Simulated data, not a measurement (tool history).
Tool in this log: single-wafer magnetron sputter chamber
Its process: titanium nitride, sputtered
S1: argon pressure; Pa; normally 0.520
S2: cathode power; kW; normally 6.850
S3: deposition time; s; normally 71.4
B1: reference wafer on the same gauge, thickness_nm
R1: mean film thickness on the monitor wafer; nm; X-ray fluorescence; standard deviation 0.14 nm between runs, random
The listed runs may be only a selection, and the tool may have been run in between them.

run   hour     S1     S2    S3      B1       R1
  1    0.0  0.620  6.850  71.4  88.948   79.769
  2   32.6  0.520  6.850  71.4  88.924   82.158
  3   49.2  0.520  6.850  71.4  88.888   82.156
  4   73.1  0.520  6.850  71.4  88.876   81.680
  5  101.3  0.520  6.850  71.4  88.910   81.933
  6  113.5  0.520  6.850  71.4  88.877   81.978
  7  134.0  0.520  6.850  71.4  88.886   81.679
  8  148.3  0.520  6.850  71.4  88.857   81.593
  9  165.1  0.520  6.850  71.4  88.886   81.828
 10  200.9  0.520  6.850  71.4  88.910   81.957
 11  213.8  0.520  6.850  71.4  88.892   81.764
     229.9  -- capacitance manometer re-zeroed and calibrated
 12  297.1  0.520  6.850  71.4  88.906   80.255
     301.3  -- gauge calibrated
     306.0  -- sputter target and shields replaced
 13  320.0  0.520  6.850  71.4  88.922   81.453
 14  350.5  0.520  6.850  71.4  88.915   81.274
 15  363.1  0.400  6.250  83.9  88.892   90.463
 16  397.0  0.586  7.950  60.4  88.884   77.888
 17  421.1  0.520  6.150  78.7  88.904   79.773
 18  444.3  0.520  6.300  75.6  88.902   78.808
 19  457.6  0.684  5.200  75.2  88.894   61.318
 20  479.8  0.520  8.250  75.2  88.914  102.248
     489.9  -- magnet pack replaced
 21  492.9  0.668  5.600  71.4  88.861   62.818
 22  512.0  0.520  6.850  71.4  88.901   80.765
 23  524.8  0.520  6.850  71.4  88.897   80.403
 24  549.5  0.427  6.850  71.4  88.931   82.814
 25  579.2  0.704  6.850  65.3  88.941   69.782
 26  607.8  0.347  6.100  71.4  88.913   75.527
 27  640.9  0.520  6.850  71.4  88.874   80.729
 28  673.1  0.585  8.500  79.6  88.899  108.942

3 ways to go on from here, each from the tool as it stands after run 28. What would each give?
  A  673.5  0.520  6.850  71.4   ?   ?
  B  673.5  0.634  5.750  75.5   ?   ?
  C  673.5  0.520  8.200  71.4   ?   ?

run      B1      R1
  A  88.936  80.660
  B  88.936  69.176
  C  88.936  96.556
The same runs, with their run-to-run variation unchanged, on a tool lacking any hidden condition would have given:
run      R1
  A  82.229
  B  70.449
  C  98.435
